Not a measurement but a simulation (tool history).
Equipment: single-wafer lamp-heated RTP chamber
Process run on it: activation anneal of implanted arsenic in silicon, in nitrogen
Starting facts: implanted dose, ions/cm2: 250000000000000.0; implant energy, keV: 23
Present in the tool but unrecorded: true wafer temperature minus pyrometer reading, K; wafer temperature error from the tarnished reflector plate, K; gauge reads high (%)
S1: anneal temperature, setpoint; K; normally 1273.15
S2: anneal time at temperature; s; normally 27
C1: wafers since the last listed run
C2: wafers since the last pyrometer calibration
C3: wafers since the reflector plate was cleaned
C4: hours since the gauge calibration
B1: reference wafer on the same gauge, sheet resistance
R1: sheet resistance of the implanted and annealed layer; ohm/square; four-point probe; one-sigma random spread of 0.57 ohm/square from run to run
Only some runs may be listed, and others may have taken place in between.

run	hour	S1	S2	C1	C2	C3	C4	B1	R1
1	0.0	1273.15	27	0	903	5110	337.0	445.11	382.76
2	42.3	1273.15	27	586	1489	5696	379.3	445.11	384.03
3	80.8	1273.15	38	533	2022	6229	417.8	445.45	382.11
4	120.2	1273.15	38	545	2568	6775	457.2	445.71	381.82
# hour 167.4: reflector plate cleaned
# hour 190.1: pyrometer window cleaned and pyrometer calibrated
5	190.6	1273.15	35	753	7	210	527.6	446.31	383.42
# hour 224.5: gauge calibrated
6	234.6	1273.15	27	609	617	819	10.1	444.13	382.45
7	294.0	1273.15	27	822	1439	1642	69.5	444.57	382.65
8	326.9	1249.15	37	455	1895	2098	102.4	444.49	383.89
9	356.0	1287.15	34	403	2298	2501	131.5	444.80	381.06

What does the tool deliver on the next run?
10	388.2	1283.15	20	446	2745	2947	163.7	?	?

B1: 445.10
R1: 383.26 ohm/square
Take away the tool's hidden state, keep the run-to-run variation as it was, and the same run would have given R1 381.50 ohm/square.

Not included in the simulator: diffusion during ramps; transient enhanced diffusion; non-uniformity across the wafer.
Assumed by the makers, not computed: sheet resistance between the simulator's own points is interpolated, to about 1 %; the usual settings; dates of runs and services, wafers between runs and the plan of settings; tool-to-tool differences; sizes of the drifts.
